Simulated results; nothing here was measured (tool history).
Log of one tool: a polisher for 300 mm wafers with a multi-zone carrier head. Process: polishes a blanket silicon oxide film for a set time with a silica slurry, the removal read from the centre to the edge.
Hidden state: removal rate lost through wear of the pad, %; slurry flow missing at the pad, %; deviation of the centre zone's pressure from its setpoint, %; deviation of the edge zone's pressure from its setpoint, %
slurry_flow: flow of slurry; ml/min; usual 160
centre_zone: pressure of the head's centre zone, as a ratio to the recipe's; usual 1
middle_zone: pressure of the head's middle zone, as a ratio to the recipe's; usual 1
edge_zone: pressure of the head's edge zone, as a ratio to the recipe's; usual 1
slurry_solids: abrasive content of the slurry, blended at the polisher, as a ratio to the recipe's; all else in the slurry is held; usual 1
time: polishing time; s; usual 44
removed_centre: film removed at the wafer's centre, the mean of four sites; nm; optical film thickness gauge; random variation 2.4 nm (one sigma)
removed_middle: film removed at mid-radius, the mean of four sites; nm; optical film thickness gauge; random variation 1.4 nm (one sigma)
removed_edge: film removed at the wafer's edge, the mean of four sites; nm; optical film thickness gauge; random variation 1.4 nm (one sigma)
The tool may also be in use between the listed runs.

| run | hour | slurry_flow | centre_zone | middle_zone | edge_zone | slurry_solids | time | wafers since the last listed run | wafers polished on this pad | hours since the slurry nozzle was cleaned | hours since the centre zone pressure was calibrated | hours since the edge zone pressure was calibrated | hours since the carrier head's membrane was replaced | incoming thickness of the incoming film, nm | removed_centre | removed_middle | removed_edge |
|---|---|---|---|---|---|---|---|---|---|---|---|---|---|---|---|---|---|
| 1 | 0 | 160 | 1 | 1 | 1 | 1 | 34 | 0 | 390 | 267.8 | 1053.5 | 904.9 | 15.2 | 1753.8 | 127.1 | 132.2 | 129.3 |
| 2 | 15.9 | 160 | 1 | 1 | 1 | 1 | 34 | 183 | 573 | 283.7 | 1069.4 | 920.8 | 31.1 | 1761.8 | 122.8 | 131 | 128.3 |
| 3 | 22.9 | 160 | 1 | 1 | 1 | 1 | 44 | 80 | 654 | 290.7 | 1076.4 | 927.8 | 38.1 | 1744.1 | 155 | 166.6 | 159.4 |
| 4 | 30.2 | 160 | 1 | 1 | 1 | 1 | 44 | 84 | 738 | 298 | 1083.7 | 935.1 | 45.4 | 1739.9 | 156.4 | 165.1 | 160.2 |
| 5 | 44.8 | 140 | 1 | 1 | 0.94 | 1 | 35 | 168 | 907 | 312.6 | 1098.3 | 949.7 | 60 | 1753.1 | 115.9 | 123.4 | 120.4 |
| 6 | 52.2 | 160 | 1 | 1 | 1 | 1.25 | 44 | 85 | 992 | 320 | 1105.7 | 957.1 | 67.4 | 1737.7 | 166.1 | 169.9 | 167.1 |
| 7 | 63.6 | 160 | 1 | 0.94 | 1 | 1 | 44 | 131 | 1124 | 331.4 | 1117.1 | 968.5 | 78.8 | 1751 | 148.3 | 145.7 | 152.6 |
|  | 69.9 | centre zone pressure recalibrated |
|  | 74.6 | worn pad replaced by a new one |
| 8 | 76.7 | 160 | 1 | 1.07 | 1 | 1 | 30 | 81 | 23 | 344.5 | 6.8 | 981.6 | 91.9 | 1748.3 | 116.7 | 130.7 | 122 |
| 9 | 93.2 | 160 | 1 | 1 | 1 | 1 | 44 | 190 | 214 | 361 | 23.3 | 998.1 | 108.4 | 1757.8 | 165.8 | 177.4 | 172.8 |
| 10 | 105.8 | 140 | 1 | 1 | 1 | 1.1 | 44 | 145 | 359 | 373.6 | 35.9 | 1010.7 | 121 | 1749.8 | 166.9 | 173.7 | 170.4 |
| 11 | 113.1 | 160 | 1 | 1 | 1 | 1 | 44 | 84 | 444 | 380.9 | 43.2 | 1018 | 128.3 | 1727.5 | 162.5 | 171.1 | 168.6 |
| 12 | 128.6 | 160 | 1 | 1.1 | 1 | 1 | 44 | 178 | 623 | 396.4 | 58.7 | 1033.5 | 143.8 | 1730.1 | 164.8 | 178.9 | 162.5 |
| 13 | 142 | 160 | 0.88 | 1 | 0.97 | 1 | 32 | 154 | 777 | 409.8 | 72.1 | 1046.9 | 157.2 | 1753.1 | 105.4 | 120.1 | 115.6 |
|  | 149.1 | slurry nozzle cleaned |
|  | 153.5 | edge zone pressure recalibrated |
| 14 | 158.5 | 160 | 0.94 | 1 | 1 | 1 | 44 | 155 | 933 | 9.4 | 88.6 | 5 | 173.7 | 1771.2 | 153.9 | 169.8 | 161.9 |
| 15 | 174.3 | 160 | 1.09 | 1.09 | 1.1 | 1 | 34 | 182 | 1116 | 25.2 | 104.4 | 20.8 | 189.5 | 1745.6 | 130.4 | 134.2 | 126 |
|  | 187.7 | worn pad replaced by a new one |
| 16 | 217.5 | 110 | 1 | 1 | 0.96 | 1 | 44 | 452 | 344 | 68.4 | 147.6 | 64 | 232.7 | 1746.6 | 153.3 | 160.2 | 158.6 |
| 17 | 234.5 | 160 | 1 | 1.09 | 0.89 | 1 | 44 | 196 | 540 | 85.4 | 164.6 | 81 | 249.7 | 1761.9 | 168.3 | 187.6 | 163.3 |
| 18 | 242.5 | 160 | 1 | 1 | 1 | 1 | 44 | 92 | 633 | 93.4 | 172.6 | 89 | 257.7 | 1739.6 | 166.7 | 173.1 | 164.8 |
| 19 | 257.4 | 210 | 1 | 1 | 1 | 1 | 37 | 172 | 805 | 108.3 | 187.5 | 103.9 | 272.6 | 1757 | 142.7 | 150.3 | 143.9 |
| 20 | 267.4 | 160 | 0.94 | 1 | 1 | 0.9 | 55 | 115 | 920 | 118.3 | 197.5 | 113.9 | 282.6 | 1759.5 | 181.1 | 197.3 | 191.4 |
| 21 | 281.6 | 160 | 1 | 1 | 1 | 1 | 44 | 163 | 1084 | 132.5 | 211.7 | 128.1 | 296.8 | 1730.2 | 154.1 | 159 | 156.1 |
|  | 286 | worn pad replaced by a new one |
| 22 | 298.7 | 160 | 1 | 1 | 1 | 0.8 | 59 | 151 | 146 | 149.6 | 228.8 | 145.2 | 313.9 | 1727.8 | 212.7 | 224.5 | 217.4 |

Forecast each of these 3 alternatives for the next run:
| A | 299.1 | 145 | 1 | 1 | 1 | 1 | 44 | 4 | 151 | 150 | 229.2 | 145.6 | 314.3 | 1748.5 | ? | ? | ? |
| B | 299.1 | 160 | 1.11 | 0.93 | 0.89 | 0.8 | 44 | 4 | 151 | 150 | 229.2 | 145.6 | 314.3 | 1748.5 | ? | ? | ? |
| C | 299.1 | 160 | 1 | 1.09 | 1 | 0.7 | 44 | 4 | 151 | 150 | 229.2 | 145.6 | 314.3 | 1748.5 | ? | ? | ? |

| run | removed_centre | removed_middle | removed_edge |
|---|---|---|---|
| A | 169 | 176.5 | 170.8 |
| B | 171.9 | 156 | 154.2 |
| C | 150.9 | 168.9 | 150.6 |
Without the tool's hidden state the same runs would have given:
| run | removed_centre | removed_middle | removed_edge |
|---|---|---|---|
| A | 181.5 | 188.3 | 179.8 |
| B | 183.6 | 165.6 | 161.9 |
| C | 161.2 | 179.4 | 158.1 |
